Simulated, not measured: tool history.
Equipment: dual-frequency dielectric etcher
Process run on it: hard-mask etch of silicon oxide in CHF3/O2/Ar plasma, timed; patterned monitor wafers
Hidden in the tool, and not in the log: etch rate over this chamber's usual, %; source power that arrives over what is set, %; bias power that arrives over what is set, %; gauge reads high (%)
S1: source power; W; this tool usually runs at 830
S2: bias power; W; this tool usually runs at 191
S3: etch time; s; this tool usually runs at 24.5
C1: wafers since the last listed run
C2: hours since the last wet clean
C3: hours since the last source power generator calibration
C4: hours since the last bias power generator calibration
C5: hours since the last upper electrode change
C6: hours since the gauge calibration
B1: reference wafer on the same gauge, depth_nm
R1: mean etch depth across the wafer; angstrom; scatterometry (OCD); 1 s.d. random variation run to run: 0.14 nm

run 1 hour=0 | S1=830 S2=191 S3=24.5 | C1=0 C2=271.4 C3=1764 C4=4930 C5=3871.5 C6=149.8 | B1=53.8 | R1=593
run 2 hour=9.9 | S1=830 S2=161 S3=24.5 | C1=107 C2=281.3 C3=1773.9 C4=4939.9 C5=3881.4 C6=159.7 | B1=53.8 | R1=562
run 3 hour=18.8 | S1=830 S2=161 S3=24.5 | C1=96 C2=290.2 C3=1782.8 C4=4948.8 C5=3890.3 C6=168.6 | B1=53.8 | R1=559
run 4 hour=25.8 | S1=830 S2=207 S3=29.5 | C1=76 C2=297.2 C3=1789.8 C4=4955.8 C5=3897.3 C6=175.6 | B1=53.8 | R1=740
run 5 hour=37.5 | S1=830 S2=207 S3=29.5 | C1=127 C2=308.9 C3=1801.5 C4=4967.5 C5=3909 C6=187.3 | B1=53.8 | R1=738
-- hour=40.3 gauge calibrated
run 6 hour=48.9 | S1=830 S2=191 S3=24.5 | C1=123 C2=320.3 C3=1812.9 C4=4978.9 C5=3920.4 C6=8.6 | B1=53.9 | R1=596
-- hour=57.4 bias power generator calibrated
run 7 hour=57.9 | S1=830 S2=191 S3=22 | C1=54 C2=329.3 C3=1821.9 C4=0.5 C5=3929.4 C6=17.6 | B1=53.9 | R1=535
run 8 hour=64.6 | S1=830 S2=191 S3=22 | C1=72 C2=336 C3=1828.6 C4=7.2 C5=3936.1 C6=24.3 | B1=53.8 | R1=535
run 9 hour=70.9 | S1=830 S2=191 S3=22 | C1=68 C2=342.3 C3=1834.9 C4=13.5 C5=3942.4 C6=30.6 | B1=53.8 | R1=537
-- hour=90 source power generator calibrated
run 10 hour=90.5 | S1=830 S2=191 S3=24.5 | C1=169 C2=361.9 C3=0.5 C4=33.1 C5=3962 C6=50.2 | B1=53.8 | R1=598
run 11 hour=95.7 | S1=830 S2=191 S3=24.5 | C1=56 C2=367.1 C3=5.7 C4=38.3 C5=3967.2 C6=55.4 | B1=53.8 | R1=596
-- hour=127.2 upper electrode replaced
run 12 hour=127.7 | S1=750 S2=191 S3=24.5 | C1=86 C2=399.1 C3=37.7 C4=70.3 C5=0.5 C6=87.4 | B1=53.7 | R1=574
run 13 hour=128 | S1=650 S2=224 S3=24.5 | C1=3 C2=399.4 C3=38 C4=70.6 C5=0.8 C6=87.7 | B1=53.8 | R1=566
run 14 hour=129.1 | S1=760 S2=171 S3=24.5 | C1=11 C2=400.5 C3=39.1 C4=71.7 C5=1.9 C6=88.8 | B1=53.8 | R1=554
run 15 hour=145.2 | S1=750 S2=191 S3=24.5 | C1=174 C2=416.6 C3=55.2 C4=87.8 C5=18 C6=104.9 | B1=53.8 | R1=573
run 16 hour=157.4 | S1=830 S2=213 S3=24.5 | C1=132 C2=428.8 C3=67.4 C4=100 C5=30.2 C6=117.1 | B1=53.8 | R1=625
run 17 hour=173.5 | S1=750 S2=191 S3=18.5 | C1=174 C2=444.9 C3=83.5 C4=116.1 C5=46.3 C6=133.2 | B1=53.8 | R1=433
run 18 hour=183.8 | S1=770 S2=191 S3=24.5 | C1=111 C2=455.2 C3=93.8 C4=126.4 C5=56.6 C6=143.5 | B1=53.8 | R1=580
run 19 hour=190 | S1=910 S2=191 S3=20 | C1=67 C2=461.4 C3=100 C4=132.6 C5=62.8 C6=149.7 | B1=53.8 | R1=510
-- hour=219.2 wet clean of the chamber
run 20 hour=219.7 | S1=770 S2=191 S3=18.5 | C1=61 C2=0.5 C3=129.7 C4=162.3 C5=92.5 C6=179.4 | B1=53.8 | R1=423
run 21 hour=220.1 | S1=910 S2=222 S3=18 | C1=4 C2=0.9 C3=130.1 C4=162.7 C5=92.9 C6=179.8 | B1=53.8 | R1=470
run 22 hour=230.3 | S1=900 S2=191 S3=24.5 | C1=110 C2=11.1 C3=140.3 C4=172.9 C5=103.1 C6=190 | B1=53.8 | R1=601
run 23 hour=241.3 | S1=680 S2=154 S3=29.5 | C1=119 C2=22.1 C3=151.3 C4=183.9 C5=114.1 C6=201 | B1=53.8 | R1=594
-- hour=249.7 gauge calibrated
run 24 hour=255.9 | S1=830 S2=191 S3=24.5 | C1=158 C2=36.7 C3=165.9 C4=198.5 C5=128.7 C6=6.2 | B1=53.8 | R1=582
run 25 hour=269.1 | S1=830 S2=191 S3=29.5 | C1=143 C2=49.9 C3=179.1 C4=211.7 C5=141.9 C6=19.4 | B1=53.8 | R1=701
run 26 hour=284.2 | S1=830 S2=207 S3=29.5 | C1=163 C2=65 C3=194.2 C4=226.8 C5=157 C6=34.5 | B1=53.8 | R1=724
run 27 hour=295.2 | S1=830 S2=191 S3=24.5 | C1=119 C2=76 C3=205.2 C4=237.8 C5=168 C6=45.5 | B1=53.8 | R1=584
run 28 hour=309.7 | S1=990 S2=208 S3=24.5 | C1=157 C2=90.5 C3=219.7 C4=252.3 C5=182.5 C6=60 | B1=53.8 | R1=650
run 29 hour=318.6 | S1=830 S2=191 S3=24.5 | C1=96 C2=99.4 C3=228.6 C4=261.2 C5=191.4 C6=68.9 | B1=53.8 | R1=585
run 30 hour=331.6 | S1=830 S2=191 S3=24.5 | C1=141 C2=112.4 C3=241.6 C4=274.2 C5=204.4 C6=81.9 | B1=53.8 | R1=583
run 31 hour=340.5 | S1=760 S2=170 S3=20.5 | C1=96 C2=121.3 C3=250.5 C4=283.1 C5=213.3 C6=90.8 | B1=53.8 | R1=452

Branching from run 31: 3 alternative next runs. What would each branch give?
run A hour=340.9 | S1=830 S2=191 S3=22.5 | C1=4 C2=121.7 C3=250.9 C4=283.5 C5=213.7 C6=91.2 | B1=? | R1=?
run B hour=340.9 | S1=1000 S2=158 S3=31.5 | C1=4 C2=121.7 C3=250.9 C4=283.5 C5=213.7 C6=91.2 | B1=? | R1=?
run C hour=340.9 | S1=1020 S2=149 S3=31 | C1=4 C2=121.7 C3=250.9 C4=283.5 C5=213.7 C6=91.2 | B1=? | R1=?

run=A B1=53.8 R1=536
run=B B1=53.8 R1=765
run=C B1=53.8 R1=745
With no hidden state in the tool, these same runs would have given:
run=A R1=534
run=B R1=762
run=C R1=742
